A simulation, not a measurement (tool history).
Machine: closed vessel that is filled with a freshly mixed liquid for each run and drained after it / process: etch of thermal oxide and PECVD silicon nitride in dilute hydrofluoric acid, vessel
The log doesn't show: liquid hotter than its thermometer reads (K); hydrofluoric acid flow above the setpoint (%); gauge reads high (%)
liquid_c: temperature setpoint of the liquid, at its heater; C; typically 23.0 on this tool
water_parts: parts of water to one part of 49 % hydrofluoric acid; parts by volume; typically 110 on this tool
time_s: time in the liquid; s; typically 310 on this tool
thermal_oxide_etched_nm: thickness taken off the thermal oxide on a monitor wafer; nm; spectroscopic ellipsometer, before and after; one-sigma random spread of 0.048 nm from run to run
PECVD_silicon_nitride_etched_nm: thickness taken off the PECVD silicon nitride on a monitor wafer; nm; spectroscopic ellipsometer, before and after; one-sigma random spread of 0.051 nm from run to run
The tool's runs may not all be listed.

run   hour  liquid_c  water_parts  time_s  wafers since the last listed run  hours since the thermometer was replaced  hours since the hydrofluoric acid flow meter was replaced  hours since the gauge calibration  read-back film thickness of the thermal oxide reference wafer, read on the same gauge (nm)  read-back film thickness of the PECVD silicon nitride reference wafer, read on the same gauge (nm)  thermal_oxide_etched_nm  PECVD_silicon_nitride_etched_nm
  1    0.0      23.0          110     310                                 0                                    2627.4                                                     1341.3                              113.6                                                                                      109.95                                                                                               90.01                    13.81                            10.45
  2   10.5      23.0          110     310                              1182                                    2637.9                                                     1351.8                              124.1                                                                                      110.00                                                                                               89.99                    13.72                            10.47
  3   19.9      23.0          110     310                              1058                                    2647.3                                                     1361.2                              133.5                                                                                      109.99                                                                                               90.02                    13.76                            10.44
  4   35.3      26.5          110     255                              1734                                    2662.7                                                     1376.6                              148.9                                                                                      110.02                                                                                               90.01                    12.92                            10.88
  5   52.1      26.5          110     255                              1892                                    2679.5                                                     1393.4                              165.7                                                                                      109.97                                                                                               90.01                    12.97                            10.83
  6   65.6      23.0          110     310                              1520                                    2693.0                                                     1406.9                              179.2                                                                                      109.99                                                                                               90.01                    13.81                            10.45
      72.5  -- thermometer replaced
  7   80.4      20.0          110     310                              1554                                       7.9                                                     1421.7                              194.0                                                                                      109.98                                                                                               90.02                    12.32                             8.61
  8   90.0      20.0          110     310                              1081                                      17.5                                                     1431.3                              203.6                                                                                      110.03                                                                                               90.00                    12.28                             8.60
  9   99.8      23.0          110     310                              1104                                      27.3                                                     1441.1                              213.4                                                                                      110.00                                                                                               89.98                    13.85                            10.59
 10  108.7      19.0          130     205                              1002                                      36.2                                                     1450.0                              222.3                                                                                      110.01                                                                                               90.00                     6.44                             4.54
 11  121.7      27.5          110     245                              1464                                      49.2                                                     1463.0                              235.3                                                                                      110.04                                                                                               89.97                    13.00                            11.20
 12  132.0      27.5           55     390                              1160                                      59.5                                                     1473.3                              245.6                                                                                      110.01                                                                                               90.02                    44.55                            35.89
     133.1  -- gauge calibrated
     141.3  -- hydrofluoric acid flow meter replaced
 13  145.4      23.0          110     310                              1396                                      72.9                                                        4.1                               12.3                                                                                      110.02                                                                                               89.95                    12.12                             9.35
 14  156.1      23.0          110     310                              1205                                      83.6                                                       14.8                               23.0                                                                                      110.06                                                                                               90.02                    12.22                             9.36
 15  166.4      27.0          110     130                              1160                                      93.9                                                       25.1                               33.3                                                                                      110.00                                                                                               90.00                     5.95                             5.16
 16  178.0      23.0          110     310                              1306                                     105.5                                                       36.7                               44.9                                                                                      110.02                                                                                               90.02                    12.16                             9.47
 17  221.0      25.0          150     310                              4844                                     148.5                                                       79.7                               87.9                                                                                      109.96                                                                                               90.03                     9.23                             7.93
 18  236.9      26.5           75     450                              1791                                     164.4                                                       95.6                              103.8                                                                                      110.01                                                                                               90.02                    31.27                            25.22

Below, some changes in thermal_oxide_etched_nm between adjacent runs. For each, the amount present without the hidden state too (settings, incoming material, random variation) and the amount remaining for the hidden state with gauge scatter not shared by both compared results:
Run 12 -> 13: liquid_c 27.5 -> 23.0, water_parts 55 -> 110, time_s 390 -> 310, gauge calibrated, hydrofluoric acid flow meter replaced. thermal_oxide_etched_nm -32.43 nm: hidden state -5.31, all else -27.12.

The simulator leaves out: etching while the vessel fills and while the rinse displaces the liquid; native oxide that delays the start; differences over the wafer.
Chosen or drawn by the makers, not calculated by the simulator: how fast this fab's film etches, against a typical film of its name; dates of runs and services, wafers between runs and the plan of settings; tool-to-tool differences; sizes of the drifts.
